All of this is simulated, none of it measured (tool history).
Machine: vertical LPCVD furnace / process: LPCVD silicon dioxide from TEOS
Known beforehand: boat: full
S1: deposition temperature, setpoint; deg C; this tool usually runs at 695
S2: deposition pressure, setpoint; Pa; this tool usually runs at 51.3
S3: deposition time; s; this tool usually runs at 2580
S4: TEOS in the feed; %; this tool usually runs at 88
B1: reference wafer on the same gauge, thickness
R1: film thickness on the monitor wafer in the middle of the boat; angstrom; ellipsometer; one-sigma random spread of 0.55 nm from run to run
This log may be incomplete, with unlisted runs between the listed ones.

| run | hour | S1 | S2 | S3 | S4 | B1 | R1 |
|---|---|---|---|---|---|---|---|
| 1 | 0.0 | 695 | 51.3 | 3120 | 88 | 407.95 | 4893.7 |
| 2 | 9.7 | 695 | 51.3 | 3120 | 88 | 408.04 | 4901.1 |
| 3 | 21.7 | 695 | 51.3 | 2580 | 88 | 407.87 | 4046.2 |
| 4 | 37.0 | 695 | 51.3 | 2580 | 88 | 408.01 | 4059.9 |
| 5 | 50.5 | 695 | 51.3 | 2580 | 88 | 407.83 | 4054.4 |
|  | 82.3 | thermocouples replaced and temperature profile calibrated |
| 6 | 82.8 | 695 | 51.3 | 2580 | 88 | 407.90 | 3705.4 |
| 7 | 87.0 | 695 | 51.3 | 2580 | 88 | 408.08 | 3711.9 |
| 8 | 91.2 | 704 | 51.3 | 3300 | 88 | 408.04 | 5865.7 |
|  | 109.6 | pressure gauge zeroed |
| 9 | 134.3 | 704 | 51.3 | 3300 | 88 | 408.02 | 5876.8 |
| 10 | 142.2 | 695 | 51.3 | 2580 | 88 | 408.07 | 3730.1 |
| 11 | 151.3 | 695 | 60.0 | 2310 | 97 | 407.94 | 3804.9 |
|  | 159.8 | gauge calibrated |
|  | 176.9 | TEOS flow controller replaced |
| 12 | 177.4 | 705 | 51.3 | 2580 | 74 | 408.40 | 4336.6 |
| 13 | 181.6 | 695 | 56.0 | 2580 | 88 | 408.12 | 3913.8 |
| 14 | 186.3 | 695 | 51.3 | 2580 | 88 | 408.10 | 3744.8 |
| 15 | 194.0 | 687 | 51.3 | 2580 | 88 | 408.09 | 3099.6 |
| 16 | 205.3 | 695 | 51.3 | 2580 | 88 | 407.96 | 3749.1 |
| 17 | 212.5 | 702 | 51.3 | 2580 | 88 | 407.97 | 4411.5 |
| 18 | 228.4 | 703 | 57.3 | 2580 | 80 | 407.94 | 4554.4 |
| 19 | 243.3 | 689 | 51.3 | 2580 | 88 | 408.05 | 3270.0 |
| 20 | 249.3 | 699 | 51.3 | 2580 | 71 | 407.97 | 3715.7 |

4 options for the next run, each taken on its own from the tool as it stands now. Forecast them:
| A | 253.6 | 695 | 51.3 | 2580 | 88 | ? | ? |
| B | 253.6 | 695 | 51.3 | 1920 | 88 | ? | ? |
| C | 253.6 | 699 | 51.3 | 3540 | 88 | ? | ? |
| D | 253.6 | 688 | 51.3 | 2580 | 88 | ? | ? |

| run | B1 | R1 |
|---|---|---|
| A | 407.75 | 3756.5 |
| B | 407.75 | 2795.5 |
| C | 407.75 | 5658.7 |
| D | 407.75 | 3184.2 |
Stripped of hidden state, with their random variation kept, the same runs would have yielded:
| run | R1 |
|---|---|
| A | 3643.7 |
| B | 2711.6 |
| C | 5490.2 |
| D | 3087.3 |

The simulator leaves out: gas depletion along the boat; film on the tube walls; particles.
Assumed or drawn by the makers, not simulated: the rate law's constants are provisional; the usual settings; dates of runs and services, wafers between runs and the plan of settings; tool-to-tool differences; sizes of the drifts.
